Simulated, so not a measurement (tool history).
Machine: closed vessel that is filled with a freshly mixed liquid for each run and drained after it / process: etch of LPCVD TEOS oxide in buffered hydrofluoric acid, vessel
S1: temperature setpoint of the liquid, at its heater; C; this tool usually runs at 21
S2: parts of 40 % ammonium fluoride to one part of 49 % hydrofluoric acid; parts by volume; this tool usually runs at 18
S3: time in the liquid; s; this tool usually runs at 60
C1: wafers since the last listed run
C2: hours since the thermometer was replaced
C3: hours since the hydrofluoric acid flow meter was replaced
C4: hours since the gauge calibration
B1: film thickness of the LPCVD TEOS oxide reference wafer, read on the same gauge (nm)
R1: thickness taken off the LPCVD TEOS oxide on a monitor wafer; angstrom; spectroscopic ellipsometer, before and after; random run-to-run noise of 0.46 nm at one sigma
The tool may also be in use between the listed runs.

run   hour    S1    S2  S3    C1      C2     C3     C4     B1      R1
  1      0    21    18  60     0  1685.9  578.9  320.8     80   622.7
  2    7.2    21    18  60   450  1693.1  586.1    328  80.02   624.9
  3   25.1    21    18  60  1119    1711    604  345.9  79.99   619.3
  4   35.9    21    18  80   675  1721.8  614.8  356.7  80.01   831.2
  5   50.2    21    18  80   894  1736.1  629.1    371  80.01   827.3
  6   61.4    21    18  80   700  1747.3  640.3  382.2     80   822.4
  7   76.9    21    18  60   969  1762.8  655.8  397.7  79.99   613.2
  8   88.9    21    18  60   750  1774.8  667.8  409.7  79.98   615.8
  9   98.3    21    18  60   587  1784.2  677.2  419.1  80.02   610.4
 10  106.3    21    18  60   500  1792.2  685.2  427.1  80.02   618.2
 11  123.2    21    18  45  1057  1809.1  702.1    444     80   467.2
 12  136.2    21    18  45   813  1822.1  715.1    457  80.02   459.5
 13  145.4    21    23  60   575  1831.3  724.3  466.2  80.01   504.1
     153.1  -- gauge calibrated
     154.8  -- hydrofluoric acid flow meter replaced
 14  162.2    21    23  60   988  1848.1    7.4    9.1  80.01   501.7
 15  174.1  22.5    18  60   744    1860   19.3     21  79.96   665.7
 16    191    21  12.5  35  1057  1876.9   36.2   37.9     80   516.5
 17  208.4    21    18  30  1088  1894.3   53.6   55.3  79.98   305.5
 18  220.3    21  15.5  90   744  1906.2   65.5   67.2     80  1058.1
 19  228.6    21  20.5  40   519  1914.5   73.8   75.5  80.01   355.3
 20    245    21  24.5  60  1025  1930.9   90.2   91.9  80.04   474.6
 21  261.2    17  20.5  60  1013  1947.1  106.4  108.1  79.99   427.7
       265  -- thermometer replaced
 22  274.2  18.5    21  80   750     9.2  119.4  121.1  80.03   694.6
 23  290.7  17.5    22  35  1032    25.7  135.9  137.6  80.02     280
 24    305    21    16  60   894      40  150.2  151.9  79.99   769.4
 25  313.6    21    14  45   537    48.6  158.8  160.5  79.99   663.8
 26    328    21    18  60   900      63  173.2  174.9  79.99   686.5
 27  345.7    21    20  90  1107    80.7  190.9  192.6  79.99   927.8
 28  360.6    21    18  60   931    95.6  205.8  207.5  79.98   682.1
 29  368.1    21    18  60   469   103.1  213.3    215  80.04   680.2
 30  376.2  25.5    12  60   506   111.2  221.4  223.1  80.02  1307.8
 31  392.3    24    14  40  1007   127.3  237.5  239.2  79.98   689.9
 32  408.5    21    18  60  1013   143.5  253.7  255.4  80.02   681.3
 33  425.7    21    21  30  1075   160.7  270.9  272.6     80   299.4

For each run, what was the tool's unlogged condition?
hydrofluoric acid flow below the setpoint (%): 0 in every run
gauge reads high (%): 0 in every run
H1: liquid colder than its thermometer reads (K)
run     H1
  1   2.09
  2    2.1
  3   2.12
  4   2.13
  5   2.15
  6   2.16
  7   2.18
  8    2.2
  9   2.21
 10   2.22
 11   2.24
 12   2.26
 13   2.27
 14   2.29
 15    2.3
 16   2.32
 17   2.34
 18   2.36
 19   2.37
 20   2.39
 21   2.41
 22  0.155
 23  0.176
 24  0.193
 25  0.204
 26  0.222
 27  0.243
 28  0.262
 29  0.271
 30  0.281
 31  0.301
 32  0.321
 33  0.342
